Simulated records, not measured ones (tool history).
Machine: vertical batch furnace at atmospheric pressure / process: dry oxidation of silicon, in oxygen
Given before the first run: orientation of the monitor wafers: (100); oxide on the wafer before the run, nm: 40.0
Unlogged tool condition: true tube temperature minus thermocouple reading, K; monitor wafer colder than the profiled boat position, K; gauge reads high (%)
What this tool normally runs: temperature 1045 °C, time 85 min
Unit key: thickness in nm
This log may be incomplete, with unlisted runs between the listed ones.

| run | hour | temperature | time | wafers since the last listed run | hours since the last temperature calibration | hours since the boat lift was adjusted | hours since the gauge calibration | read-back reference wafer on the same gauge, thickness | thickness |
|---|---|---|---|---|---|---|---|---|---|
| 1 | 0 | 1045 | 85 | 0 | 4533.9 | 3341.3 | 159.3 | 107.18 | 103.11 |
| 2 | 26.6 | 1045 | 85 | 278 | 4560.5 | 3367.9 | 185.9 | 107.18 | 102.74 |
| 3 | 60.3 | 1045 | 85 | 352 | 4594.2 | 3401.6 | 219.6 | 107.2 | 103.1 |
| 4 | 79.7 | 1045 | 85 | 202 | 4613.6 | 3421 | 239 | 107.29 | 102.99 |
| 5 | 113.2 | 1045 | 85 | 350 | 4647.1 | 3454.5 | 272.5 | 107.3 | 103.1 |
| 6 | 143.6 | 1054 | 85 | 318 | 4677.5 | 3484.9 | 302.9 | 107.47 | 109.21 |
| 7 | 172.3 | 1054 | 85 | 300 | 4706.2 | 3513.6 | 331.6 | 107.48 | 109.05 |
| 8 | 205.2 | 1054 | 85 | 344 | 4739.1 | 3546.5 | 364.5 | 107.5 | 109.35 |
|  | 214 | gauge calibrated |
| 9 | 225.1 | 1045 | 85 | 208 | 4759 | 3566.4 | 11.1 | 106.98 | 102.7 |
| 10 | 249.6 | 1045 | 85 | 256 | 4783.5 | 3590.9 | 35.6 | 107.02 | 102.45 |
|  | 290 | boat lift adjusted |
|  | 311.6 | thermocouples replaced and temperature profile calibrated |
| 11 | 312.1 | 1054 | 85 | 176 | 0.5 | 22.1 | 98.1 | 107.05 | 108.67 |

Run 12 has not been measured yet. What should we expect?
| 12 | 317 | 1056 | 50.5 | 51 | 5.4 | 27 | 103 | ? | ? |

Run 12 produced read-back reference wafer on the same gauge, thickness 107.01, thickness 84.46 nm.
With no hidden state in the tool, this same run would have given thickness 84.43 nm.
